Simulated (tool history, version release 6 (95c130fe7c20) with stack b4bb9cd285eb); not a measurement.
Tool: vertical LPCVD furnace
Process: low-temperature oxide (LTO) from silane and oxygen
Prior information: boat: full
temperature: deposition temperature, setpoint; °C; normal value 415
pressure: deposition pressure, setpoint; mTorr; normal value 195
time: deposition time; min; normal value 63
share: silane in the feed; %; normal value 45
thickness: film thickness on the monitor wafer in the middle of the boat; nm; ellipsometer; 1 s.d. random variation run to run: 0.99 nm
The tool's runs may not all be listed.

run   hour  temperature  pressure  time  share  read-back reference wafer on the same gauge, thickness  thickness
  1      0          415       195    63     45                                                  675.57     686.26
  2    6.6          415       195    63     45                                                  675.92     688.02
  3   20.3          415       195    63     45                                                  675.79     686.04
  4   34.6          415       195    63     45                                                  675.96     684.28
  5   51.4          415       195    63     45                                                  676.47     687.04
  6   65.9          415       195    63     50                                                  675.94     751.62
  7   80.2          415       195    63     50                                                  676.09     751.49
  8   99.5          415       210    63     45                                                  676.09     740.13
  9    108          415       210    63     45                                                  676.25     738.74
 10  122.2          415       210    63     45                                                  676.14     740.61
 11  132.3          415       195    72     45                                                  675.94     785.13
 12  139.7          420       195    63     50                                                  675.92      786.5
 13  157.6          420       195    63     50                                                  675.84     786.11
 14  175.9          415       195    63     45                                                  676.08     687.97
     182.3  -- gauge calibrated
     208.5  -- thermocouples replaced and temperature profile calibrated
     223.2  -- pressure gauge zeroed
     227.8  -- silane flow controller replaced
 15  228.3          404       165    63     45                                                  676.29     501.21
 16    233          410       195  82.5     50                                                  675.94     905.85
 17  237.6          415       160    63     45                                                  676.05      544.3
 18  242.3          415       195    63     36                                                   676.1     514.47
 19    247          415       210    63     45                                                  676.04     715.12
 20  261.9          415       195    63     45                                                  676.24     662.66
 21  270.5          422       220  40.5     50                                                  676.17     562.86
 22  279.1          415       165    63     45                                                  676.09     562.59
 23  311.7          415       195    63     45                                                  675.97     665.37
 24  323.3          415       195  69.5     48                                                  675.93     777.99
 25  337.1          415       195    63     45                                                  676.45     663.87
 26  351.9          415       195    63     45                                                  675.76     665.68
 27    359          415       195    63     45                                                  676.02     666.41
 28  375.1          418       225    63     48                                                  676.05     840.63
 29  394.5          427       195  49.5     37                                                  676.43     478.41
 30  403.7          415       150    78     40                                                  675.92     558.78
 31    415          409       170    40     45                                                  675.97     347.64

For each run, what was the tool's unlogged condition?
true pressure minus gauge reading, mTorr: 0 on each run
deviation of the silane flow from its setpoint, %: 0 on each run
gauge reads high (%): 0 on each run
H1: true tube temperature minus thermocouple reading, K
run     H1
  1   4.08
  2   4.08
  3   4.08
  4   4.09
  5   4.09
  6    4.1
  7    4.1
  8   4.11
  9   4.11
 10   4.12
 11   4.12
 12   4.12
 13   4.13
 14   4.13
 15  0.461
 16  0.478
 17  0.495
 18  0.512
 19  0.529
 20  0.582
 21  0.613
 22  0.643
 23  0.755
 24  0.795
 25  0.841
 26   0.89
 27  0.913
 28  0.965
 29   1.03
 30   1.06
 31   1.09
